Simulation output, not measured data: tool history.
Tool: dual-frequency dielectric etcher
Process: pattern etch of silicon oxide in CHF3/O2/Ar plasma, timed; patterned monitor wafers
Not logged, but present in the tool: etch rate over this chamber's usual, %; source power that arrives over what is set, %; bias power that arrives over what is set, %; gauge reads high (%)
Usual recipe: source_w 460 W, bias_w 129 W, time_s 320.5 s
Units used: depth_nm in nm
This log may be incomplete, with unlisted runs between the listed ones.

run,hour,source_w,bias_w,time_s,wafers since the last listed run,hours since the last wet clean,hours since the last source power generator calibration,hours since the last bias power generator calibration,hours since the last upper electrode change,hours since the gauge calibration,"read-back reference wafer on the same gauge, depth_nm",depth_nm
1,0.0,460,129,320.5,0,288.2,95.7,2689.7,1691.9,736.6,477.0,510.8
2,31.9,460,129,320.5,145,320.1,127.6,2721.6,1723.8,768.5,477.1,510.5
3,47.9,400,129,320.5,73,336.1,143.6,2737.6,1739.8,784.5,477.6,478.6
4,74.6,400,129,320.5,122,362.8,170.3,2764.3,1766.5,811.2,477.4,475.7
5,99.6,400,129,320.5,114,387.8,195.3,2789.3,1791.5,836.2,477.0,477.6
6,117.6,460,129,377.5,82,405.8,213.3,2807.3,1809.5,854.2,477.4,601.6
7,149.3,460,129,320.5,144,437.5,245.0,2839.0,1841.2,885.9,477.1,511.9
8,162.9,490,113,391.5,62,451.1,258.6,2852.6,1854.8,899.5,477.7,606.3
9,191.3,560,107,269.5,129,479.5,287.0,2881.0,1883.2,927.9,476.5,436.7
# hour 205.4: gauge calibrated
# hour 220.2: wet clean of the chamber
10,220.7,350,101,275.0,24,0.5,316.4,2910.4,1912.6,15.3,477.1,344.4
11,247.3,460,129,320.5,121,27.1,343.0,2937.0,1939.2,41.9,476.9,507.6
# hour 287.1: upper electrode replaced, of another model than before
12,287.6,530,147,364.0,74,67.4,383.3,2977.3,0.5,82.2,476.8,667.2
13,305.2,460,129,247.5,80,85.0,400.9,2994.9,18.1,99.8,477.5,395.2
14,335.6,460,142,320.5,139,115.4,431.3,3025.3,48.5,130.2,476.8,527.2
15,364.7,420,98,280.0,133,144.5,460.4,3054.4,77.6,159.3,476.6,390.5
16,382.7,520,119,357.5,82,162.5,478.4,3072.4,95.6,177.3,476.7,612.3
17,416.4,550,129,292.0,154,196.2,512.1,3106.1,129.3,211.0,477.0,527.5
# hour 449.5: bias power generator calibrated
18,450.0,400,129,320.5,135,229.8,545.7,0.5,162.9,244.6,477.3,465.9
19,473.1,380,129,320.5,105,252.9,568.8,23.6,186.0,267.7,477.2,444.6
20,493.7,460,129,348.0,94,273.5,589.4,44.2,206.6,288.3,476.8,561.7
21,514.7,460,129,320.5,96,294.5,610.4,65.2,227.6,309.3,477.4,520.2
22,543.0,390,152,320.5,129,322.8,638.7,93.5,255.9,337.6,477.4,476.1
23,577.2,580,149,237.0,156,357.0,672.9,127.7,290.1,371.8,476.6,465.4
24,601.4,460,129,320.5,110,381.2,697.1,151.9,314.3,396.0,476.5,519.8
25,615.8,380,100,288.0,65,395.6,711.5,166.3,328.7,410.4,476.7,375.9
26,637.9,380,106,320.5,101,417.7,733.6,188.4,350.8,432.5,477.0,423.1
27,670.5,390,129,320.5,149,450.3,766.2,221.0,383.4,465.1,476.6,453.7
28,702.9,510,141,251.5,148,482.7,798.6,253.4,415.8,497.5,477.0,447.5
29,723.9,530,129,274.0,96,503.7,819.6,274.4,436.8,518.5,477.3,490.8

5 ways to go on from here, each from the tool as it stands after run 29. What would each give?
A,724.4,550,129,320.5,2,504.2,820.1,274.9,437.3,519.0,?,?
B,724.4,380,98,377.5,2,504.2,820.1,274.9,437.3,519.0,?,?
C,724.4,460,117,235.5,2,504.2,820.1,274.9,437.3,519.0,?,?
D,724.4,570,142,225.0,2,504.2,820.1,274.9,437.3,519.0,?,?
E,724.4,420,137,382.5,2,504.2,820.1,274.9,437.3,519.0,?,?

run,"read-back reference wafer on the same gauge, depth_nm",depth_nm
A,476.9,588.0
B,476.9,490.2
C,476.9,372.9
D,476.9,432.6
E,476.9,587.6
Had the tool no hidden state, the same runs would have come out as:
run,depth_nm
A,589.0
B,491.0
C,373.6
D,433.3
E,588.8
